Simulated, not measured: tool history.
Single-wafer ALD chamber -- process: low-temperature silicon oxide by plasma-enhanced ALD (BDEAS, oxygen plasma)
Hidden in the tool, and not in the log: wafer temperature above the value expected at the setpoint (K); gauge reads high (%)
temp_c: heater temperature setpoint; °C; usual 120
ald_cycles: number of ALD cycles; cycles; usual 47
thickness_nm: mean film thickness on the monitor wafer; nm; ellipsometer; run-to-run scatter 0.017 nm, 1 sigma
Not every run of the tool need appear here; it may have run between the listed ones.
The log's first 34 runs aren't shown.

run,hour,temp_c,ald_cycles,wafers since the last listed run,hours since the last thermocouple change,hours since the gauge calibration,"read-back reference wafer on the same gauge, thickness_nm",thickness_nm
35,2825.1,129,56,345,2951.2,624.0,5.633,7.816
# hour 2878.3: thermocouple changed; heater temperature recalibrated
36,2908.0,120,51,351,29.7,706.9,5.632,7.162
37,2975.1,120,47,314,96.8,774.0,5.624,6.587
38,3073.4,106,47,460,195.1,872.3,5.633,6.744
39,3171.1,125,47,458,292.8,970.0,5.629,6.557
40,3237.9,120,47,313,359.6,1036.8,5.630,6.618
41,3293.2,108,39,259,414.9,1092.1,5.629,5.576
42,3393.2,120,50,468,514.9,1192.1,5.630,7.003
43,3475.6,132,50,386,597.3,1274.5,5.632,6.889
44,3575.0,120,56,466,696.7,1373.9,5.630,7.865
45,3657.9,133,44,388,779.6,1456.8,5.630,6.040

4 options for the next run, each taken on its own from the tool as it stands now. Forecast them:
A,3658.4,129,47,2,780.1,1457.3,?,?
B,3658.4,120,44,2,780.1,1457.3,?,?
C,3658.4,108,40,2,780.1,1457.3,?,?
D,3658.4,113,38,2,780.1,1457.3,?,?

run,"read-back reference wafer on the same gauge, thickness_nm",thickness_nm
A,5.629,6.485
B,5.629,6.163
C,5.629,5.713
D,5.629,5.384
What these runs would have given with no unlogged condition in the tool:
run,thickness_nm
A,6.489
B,6.167
C,5.717
D,5.387
